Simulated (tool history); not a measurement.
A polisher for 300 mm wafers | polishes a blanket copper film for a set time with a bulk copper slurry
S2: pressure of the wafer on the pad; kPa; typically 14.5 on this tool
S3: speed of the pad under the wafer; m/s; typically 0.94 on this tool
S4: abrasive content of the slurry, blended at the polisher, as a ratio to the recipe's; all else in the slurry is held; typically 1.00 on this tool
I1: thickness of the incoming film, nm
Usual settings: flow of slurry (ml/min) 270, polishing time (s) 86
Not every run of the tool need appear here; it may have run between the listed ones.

Run 1, day 0.000: usual settings but S3 1.02 m/s; I1 2907.4. Result: film removed (angstrom) 5540.
At day 1.325: slurry blender recalibrated.
Run 2, day 1.346: usual settings but S3 1.02 m/s; I1 2913.0. Result: film removed (angstrom) 5531.
Run 3, day 1.871: usual settings but S3 1.02 m/s; I1 2924.7. Result: film removed (angstrom) 5455.
Run 4, day 2.562: usual settings; I1 2965.2. Result: film removed (angstrom) 5048.
At day 2.917: worn pad replaced by a new one.
Run 5, day 3.146: usual settings but S2 17.2 kPa; I1 2883.1. Result: film removed (angstrom) 6063.
Run 6, day 3.425: usual settings; I1 2883.4. Result: film removed (angstrom) 5067.
Run 7, day 3.896: usual settings; I1 2907.4. Result: film removed (angstrom) 5031.
Run 8, day 4.425: usual settings but S2 16.5 kPa; I1 2900.9. Result: film removed (angstrom) 5745.
At day 4.612: head pressure recalibrated.
Run 9, day 5.058: usual settings but S2 16.5 kPa; I1 2900.5. Result: film removed (angstrom) 5365.
Run 10, day 5.671: usual settings but S3 1.02 m/s; I1 2948.9. Result: film removed (angstrom) 5076.
At day 5.888: slurry nozzle cleaned.
Run 11, day 6.246: usual settings; I1 2924.3. Result: film removed (angstrom) 4673.
At day 6.504: head pressure recalibrated, repeated, since the last time left the tool worse.
At day 6.583: worn pad replaced by a new one.
Run 12, day 6.912: usual settings but flow of slurry (ml/min) 225, S2 16.5 kPa, S3 1.16 m/s, polishing time (s) 97; I1 2963.5. Result: film removed (angstrom) 8349.
At day 7.075: slurry blender recalibrated.
Run 13, day 7.638: usual settings but S4 0.75; I1 2920.1. Result: film removed (angstrom) 4834.
Run 14, day 8.054: usual settings but S3 0.78 m/s, polishing time (s) 60; I1 2918.5. Result: film removed (angstrom) 3128.
Run 15, day 8.567: usual settings but S2 10.3 kPa, S4 1.10, polishing time (s) 58; I1 2914.4. Result: film removed (angstrom) 2690.
Run 16, day 8.888: usual settings but flow of slurry (ml/min) 205, S2 10.3 kPa, S3 0.82 m/s, polishing time (s) 64; I1 2905.1. Result: film removed (angstrom) 2423.
Run 17, day 9.442: usual settings but S3 0.78 m/s, polishing time (s) 60; I1 2928.5. Result: film removed (angstrom) 3129.
At day 10.258: worn pad replaced by a new one.
Run 18, day 10.279: usual settings but S2 11.7 kPa, S3 1.06 m/s, S4 0.80, polishing time (s) 115; I1 2974.5. Result: film removed (angstrom) 6076.
Run 19, day 10.588: usual settings but S2 12.4 kPa, S4 1.20, polishing time (s) 112; I1 2927.7. Result: film removed (angstrom) 6358.

Consider 5 possible next runs. They are alternatives, not a sequence: every one starts from the tool as it was left by run 19. What does each give?
Run A, day 10.608: usual settings; I1 2990.4. Result: film removed (angstrom) ?.
Run B, day 10.608: usual settings but S4 1.25; I1 2990.4. Result: film removed (angstrom) ?.
Run C, day 10.608: usual settings but flow of slurry (ml/min) 200, S2 15.9 kPa, S3 0.64 m/s, S4 1.20; I1 2990.4. Result: film removed (angstrom) ?.
Run D, day 10.608: usual settings but flow of slurry (ml/min) 185, S3 1.06 m/s; I1 2990.4. Result: film removed (angstrom) ?.
Run E, day 10.608: usual settings but S3 1.24 m/s, S4 0.75; I1 2990.4. Result: film removed (angstrom) ?.

run  film removed (angstrom)
  A                     5396
  B                     5831
  C                     4161
  D                     5764
  E                     6318
With the hidden condition removed and each run's random variation left untouched, the same runs would have given:
run  film removed (angstrom)
  A                     5517
  B                     5961
  C                     4254
  D                     5894
  E                     6460
